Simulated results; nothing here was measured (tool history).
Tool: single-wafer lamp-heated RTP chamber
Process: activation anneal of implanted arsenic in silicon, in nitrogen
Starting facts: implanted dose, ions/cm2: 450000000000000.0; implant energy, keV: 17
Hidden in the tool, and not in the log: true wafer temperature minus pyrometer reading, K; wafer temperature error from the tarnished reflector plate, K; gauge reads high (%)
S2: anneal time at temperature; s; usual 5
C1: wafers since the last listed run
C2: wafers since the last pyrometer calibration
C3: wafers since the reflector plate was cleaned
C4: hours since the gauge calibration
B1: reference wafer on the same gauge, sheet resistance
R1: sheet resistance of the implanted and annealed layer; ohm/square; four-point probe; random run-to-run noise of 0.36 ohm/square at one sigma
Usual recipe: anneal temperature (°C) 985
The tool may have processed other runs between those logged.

{"run": 1, "hour": 0.0, "anneal temperature (°C)": 985, "S2": 5, "C1": 0, "C2": 3846, "C3": 959, "C4": 272, "B1": 261.92, "R1": 241.04}
{"hour": 35.1, "done": "pyrometer window cleaned and pyrometer calibrated"}
{"run": 2, "hour": 76.8, "anneal temperature (°C)": 985, "S2": 5, "C1": 1491, "C2": 903, "C3": 2450, "C4": 348.8, "B1": 261.62, "R1": 239.88}
{"run": 3, "hour": 179.9, "anneal temperature (°C)": 985, "S2": 5, "C1": 2235, "C2": 3138, "C3": 4686, "C4": 451.9, "B1": 261.17, "R1": 239.83}
{"run": 4, "hour": 245.9, "anneal temperature (°C)": 985, "S2": 5, "C1": 1430, "C2": 4569, "C3": 6116, "C4": 517.9, "B1": 260.69, "R1": 239.12}
{"run": 5, "hour": 287.3, "anneal temperature (°C)": 985, "S2": 5, "C1": 897, "C2": 5467, "C3": 7014, "C4": 559.3, "B1": 260.27, "R1": 239.4}
{"hour": 310.0, "done": "pyrometer window cleaned and pyrometer calibrated"}
{"hour": 333.8, "done": "reflector plate cleaned"}
{"run": 6, "hour": 374.5, "anneal temperature (°C)": 985, "S2": 5, "C1": 1543, "C2": 1224, "C3": 881, "C4": 646.5, "B1": 260.13, "R1": 238.6}
{"hour": 450.0, "done": "gauge calibrated"}
{"run": 7, "hour": 478.3, "anneal temperature (°C)": 985, "S2": 5, "C1": 2250, "C2": 3474, "C3": 3132, "C4": 28.3, "B1": 263.16, "R1": 241.36}
{"run": 8, "hour": 561.9, "anneal temperature (°C)": 985, "S2": 3, "C1": 1812, "C2": 5286, "C3": 4944, "C4": 111.9, "B1": 262.61, "R1": 243.52}
{"hour": 584.7, "done": "pyrometer window cleaned and pyrometer calibrated"}
{"run": 9, "hour": 601.8, "anneal temperature (°C)": 985, "S2": 5, "C1": 691, "C2": 371, "C3": 5636, "C4": 151.8, "B1": 262.63, "R1": 240.96}
{"run": 10, "hour": 649.2, "anneal temperature (°C)": 1002, "S2": 7, "C1": 1027, "C2": 1399, "C3": 6663, "C4": 199.2, "B1": 261.96, "R1": 238.08}
{"hour": 691.6, "done": "reflector plate cleaned"}
{"run": 11, "hour": 708.2, "anneal temperature (°C)": 1008, "S2": 4, "C1": 1105, "C2": 2504, "C3": 359, "C4": 258.2, "B1": 261.99, "R1": 240}
{"run": 12, "hour": 788.4, "anneal temperature (°C)": 995, "S2": 8, "C1": 1738, "C2": 4243, "C3": 2098, "C4": 338.4, "B1": 261.48, "R1": 237.14}
{"hour": 813.6, "done": "pyrometer window cleaned and pyrometer calibrated"}
{"run": 13, "hour": 857.8, "anneal temperature (°C)": 1012, "S2": 8, "C1": 1331, "C2": 958, "C3": 3429, "C4": 407.8, "B1": 261.11, "R1": 235.59}
{"run": 14, "hour": 922.5, "anneal temperature (°C)": 985, "S2": 7, "C1": 1402, "C2": 2361, "C3": 4831, "C4": 472.5, "B1": 260.73, "R1": 237.5}
{"hour": 1008.7, "done": "reflector plate cleaned"}
{"run": 15, "hour": 1009.2, "anneal temperature (°C)": 957, "S2": 3, "C1": 1706, "C2": 4067, "C3": 11, "C4": 559.2, "B1": 260.4, "R1": 244.41}

Entry by entry between the runs, the difference in hidden state between the last listed run before and the first listed run after:
Between runs 1 and 2: pyrometer window cleaned and pyrometer calibrated (hour 35.1)
  gauge reads high (%): -0.419 -> -0.562
  the result without the hidden state subtracted from the measured one, R1: -1.02 -> -1.36 ohm/square
Between runs 5 and 6: pyrometer window cleaned and pyrometer calibrated (hour 310); reflector plate cleaned (hour 333.8)
  gauge reads high (%): -0.954 -> -1.12
  the result without the hidden state subtracted from the measured one, R1: -2.3 -> -2.7 ohm/square
Between runs 6 and 7: gauge calibrated (hour 450)
  gauge reads high (%): -1.12 -> 0.00534
  the result without the hidden state subtracted from the measured one, R1: -2.7 -> +0.02 ohm/square
Between runs 8 and 9: pyrometer window cleaned and pyrometer calibrated (hour 584.7)
  gauge reads high (%): -0.15 -> -0.224
  the result without the hidden state subtracted from the measured one, R1: -0.37 -> -0.55 ohm/square
Between runs 10 and 11: reflector plate cleaned (hour 691.6)
  gauge reads high (%): -0.313 -> -0.422
  the result without the hidden state subtracted from the measured one, R1: -0.75 -> -1.02 ohm/square
Between runs 12 and 13: pyrometer window cleaned and pyrometer calibrated (hour 813.6)
  gauge reads high (%): -0.572 -> -0.701
  the result without the hidden state subtracted from the measured one, R1: -1.36 -> -1.66 ohm/square
Between runs 14 and 15: reflector plate cleaned (hour 1008.7)
  gauge reads high (%): -0.821 -> -0.983
  the result without the hidden state subtracted from the measured one, R1: -1.97 -> -2.42 ohm/square
